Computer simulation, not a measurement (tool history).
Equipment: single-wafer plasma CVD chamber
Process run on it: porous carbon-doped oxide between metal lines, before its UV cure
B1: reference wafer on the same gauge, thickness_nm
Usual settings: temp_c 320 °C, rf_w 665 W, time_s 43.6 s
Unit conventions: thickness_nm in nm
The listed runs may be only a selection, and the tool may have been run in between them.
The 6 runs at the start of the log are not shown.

run 7 hour=408.4 | temp_c=320 rf_w=665 time_s=43.6 | B1=223.152 | thickness_nm=249.943
-- hour=468.8 showerhead replaced
run 8 hour=480.8 | temp_c=320 rf_w=665 time_s=48.3 | B1=223.212 | thickness_nm=274.778
run 9 hour=579.7 | temp_c=320 rf_w=665 time_s=48.3 | B1=223.364 | thickness_nm=270.694
run 10 hour=640.6 | temp_c=310 rf_w=665 time_s=43.6 | B1=222.511 | thickness_nm=256.93
run 11 hour=730.5 | temp_c=310 rf_w=665 time_s=43.6 | B1=223.526 | thickness_nm=259.249
run 12 hour=797.3 | temp_c=310 rf_w=665 time_s=43.6 | B1=223.187 | thickness_nm=256.809
run 13 hour=902.6 | temp_c=320 rf_w=540 time_s=43.6 | B1=223.043 | thickness_nm=222.187
run 14 hour=938.9 | temp_c=320 rf_w=665 time_s=43.6 | B1=222.858 | thickness_nm=242.347
run 15 hour=1007.8 | temp_c=325 rf_w=555 time_s=35.3 | B1=223.484 | thickness_nm=176.091
run 16 hour=1064.4 | temp_c=330 rf_w=585 time_s=35.2 | B1=223.678 | thickness_nm=176.762
-- hour=1120.2 thermocouple changed; heater temperature recalibrated
run 17 hour=1141.8 | temp_c=320 rf_w=665 time_s=43.6 | B1=222.959 | thickness_nm=242.914
run 18 hour=1198.9 | temp_c=320 rf_w=665 time_s=43.6 | B1=222.867 | thickness_nm=244.537
run 19 hour=1236.4 | temp_c=320 rf_w=665 time_s=38.3 | B1=223.71 | thickness_nm=215.782
-- hour=1241.1 gauge calibrated
run 20 hour=1274.9 | temp_c=320 rf_w=795 time_s=43.6 | B1=223.521 | thickness_nm=265.22
run 21 hour=1355.2 | temp_c=320 rf_w=665 time_s=43.6 | B1=223.47 | thickness_nm=241.338
run 22 hour=1423.1 | temp_c=320 rf_w=665 time_s=43.6 | B1=223.185 | thickness_nm=239.809
-- hour=1485.5 RF generator calibrated
run 23 hour=1550.3 | temp_c=320 rf_w=555 time_s=47.4 | B1=222.685 | thickness_nm=252.715
run 24 hour=1602.4 | temp_c=331 rf_w=665 time_s=36.2 | B1=223.616 | thickness_nm=195.931
run 25 hour=1700.3 | temp_c=320 rf_w=665 time_s=43.6 | B1=223.615 | thickness_nm=248.322
run 26 hour=1775.2 | temp_c=324 rf_w=755 time_s=37.6 | B1=222.829 | thickness_nm=224.268
run 27 hour=1847.3 | temp_c=307 rf_w=785 time_s=35.6 | B1=223.335 | thickness_nm=234.65
run 28 hour=1906.8 | temp_c=315 rf_w=585 time_s=38.7 | B1=223.04 | thickness_nm=214.016
run 29 hour=1953.8 | temp_c=331 rf_w=665 time_s=37.9 | B1=223.147 | thickness_nm=204.193
run 30 hour=2006.7 | temp_c=312 rf_w=750 time_s=47.6 | B1=222.989 | thickness_nm=296.811

Forecast run 31:
run 31 hour=2046.6 | temp_c=320 rf_w=665 time_s=43.6 | B1=? | thickness_nm=?

Run 31 came out at B1 223.276, thickness_nm 245.239 nm.
Without the tool's hidden state the same run would have given thickness_nm 251.99 nm.
